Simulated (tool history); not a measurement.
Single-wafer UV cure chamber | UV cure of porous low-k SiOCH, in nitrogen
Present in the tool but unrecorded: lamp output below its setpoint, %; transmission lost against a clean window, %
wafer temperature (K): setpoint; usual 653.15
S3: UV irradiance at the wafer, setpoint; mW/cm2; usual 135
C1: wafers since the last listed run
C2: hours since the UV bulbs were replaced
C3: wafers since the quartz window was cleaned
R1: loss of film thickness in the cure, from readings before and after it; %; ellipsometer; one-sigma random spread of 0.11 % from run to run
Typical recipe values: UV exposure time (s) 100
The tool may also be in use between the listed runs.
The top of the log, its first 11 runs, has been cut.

run 12 hour=247.9 | wafer_temperature_(K)=653.15 UV_exposure_time_(s)=100 S3=135 | C1=112 C2=2122.9 C3=2695 | R1=9.964
run 13 hour=268.7 | wafer_temperature_(K)=653.15 UV_exposure_time_(s)=100 S3=135 | C1=173 C2=2143.7 C3=2869 | R1=9.7
-- hour=289.1 quartz window cleaned
run 14 hour=289.6 | wafer_temperature_(K)=653.15 UV_exposure_time_(s)=100 S3=135 | C1=107 C2=2164.6 C3=4 | R1=10.096
run 15 hour=303.4 | wafer_temperature_(K)=653.15 UV_exposure_time_(s)=100 S3=135 | C1=115 C2=2178.4 C3=119 | R1=9.992
run 16 hour=337.8 | wafer_temperature_(K)=653.15 UV_exposure_time_(s)=100 S3=135 | C1=287 C2=2212.8 C3=407 | R1=10.175
run 17 hour=352.4 | wafer_temperature_(K)=641.15 UV_exposure_time_(s)=115 S3=135 | C1=121 C2=2227.4 C3=529 | R1=10.474
run 18 hour=374.8 | wafer_temperature_(K)=653.15 UV_exposure_time_(s)=100 S3=117 | C1=187 C2=2249.8 C3=716 | R1=9.342
run 19 hour=404.2 | wafer_temperature_(K)=670.15 UV_exposure_time_(s)=70 S3=163 | C1=245 C2=2279.2 C3=961 | R1=9.479
run 20 hour=430 | wafer_temperature_(K)=653.15 UV_exposure_time_(s)=100 S3=159 | C1=215 C2=2305 C3=1177 | R1=10.52
run 21 hour=457.6 | wafer_temperature_(K)=653.15 UV_exposure_time_(s)=100 S3=135 | C1=230 C2=2332.6 C3=1407 | R1=9.758
run 22 hour=471.6 | wafer_temperature_(K)=653.15 UV_exposure_time_(s)=100 S3=135 | C1=116 C2=2346.6 C3=1524 | R1=9.593
run 23 hour=498 | wafer_temperature_(K)=637.15 UV_exposure_time_(s)=80 S3=109 | C1=220 C2=2373 C3=1745 | R1=7.602
run 24 hour=531.5 | wafer_temperature_(K)=653.15 UV_exposure_time_(s)=70 S3=125 | C1=279 C2=2406.5 C3=2025 | R1=7.669
run 25 hour=550.4 | wafer_temperature_(K)=660.15 UV_exposure_time_(s)=85 S3=149 | C1=157 C2=2425.4 C3=2183 | R1=9.509
run 26 hour=574.2 | wafer_temperature_(K)=653.15 UV_exposure_time_(s)=145 S3=135 | C1=198 C2=2449.2 C3=2382 | R1=11.442
run 27 hour=589.5 | wafer_temperature_(K)=653.15 UV_exposure_time_(s)=100 S3=135 | C1=127 C2=2464.5 C3=2509 | R1=9.749
-- hour=605.3 quartz window cleaned
-- hour=649.4 UV bulbs replaced
run 28 hour=664.9 | wafer_temperature_(K)=653.15 UV_exposure_time_(s)=100 S3=135 | C1=496 C2=15.5 C3=431 | R1=10.097
run 29 hour=677.9 | wafer_temperature_(K)=653.15 UV_exposure_time_(s)=100 S3=135 | C1=108 C2=28.5 C3=540 | R1=9.964
run 30 hour=706.3 | wafer_temperature_(K)=667.15 UV_exposure_time_(s)=100 S3=121 | C1=237 C2=56.9 C3=777 | R1=9.852
run 31 hour=725.7 | wafer_temperature_(K)=653.15 UV_exposure_time_(s)=50 S3=135 | C1=162 C2=76.3 C3=939 | R1=6.935
run 32 hour=756.3 | wafer_temperature_(K)=653.15 UV_exposure_time_(s)=100 S3=135 | C1=255 C2=106.9 C3=1195 | R1=9.807
run 33 hour=774.6 | wafer_temperature_(K)=653.15 UV_exposure_time_(s)=100 S3=135 | C1=152 C2=125.2 C3=1347 | R1=9.805
run 34 hour=803.2 | wafer_temperature_(K)=658.15 UV_exposure_time_(s)=125 S3=135 | C1=238 C2=153.8 C3=1586 | R1=11.067
run 35 hour=816.5 | wafer_temperature_(K)=636.15 UV_exposure_time_(s)=45 S3=154 | C1=111 C2=167.1 C3=1697 | R1=6.696

3 options for the next run, each taken on its own from the tool as it stands now. Forecast them:
run A hour=817 | wafer_temperature_(K)=664.15 UV_exposure_time_(s)=100 S3=135 | C1=4 C2=167.6 C3=1702 | R1=?
run B hour=817 | wafer_temperature_(K)=653.15 UV_exposure_time_(s)=100 S3=171 | C1=4 C2=167.6 C3=1702 | R1=?
run C hour=817 | wafer_temperature_(K)=653.15 UV_exposure_time_(s)=130 S3=135 | C1=4 C2=167.6 C3=1702 | R1=?

run=A R1=9.917
run=B R1=10.788
run=C R1=10.906
With no hidden state in the tool, these same runs would have given:
run=A R1=10.341
run=B R1=11.218
run=C R1=11.337

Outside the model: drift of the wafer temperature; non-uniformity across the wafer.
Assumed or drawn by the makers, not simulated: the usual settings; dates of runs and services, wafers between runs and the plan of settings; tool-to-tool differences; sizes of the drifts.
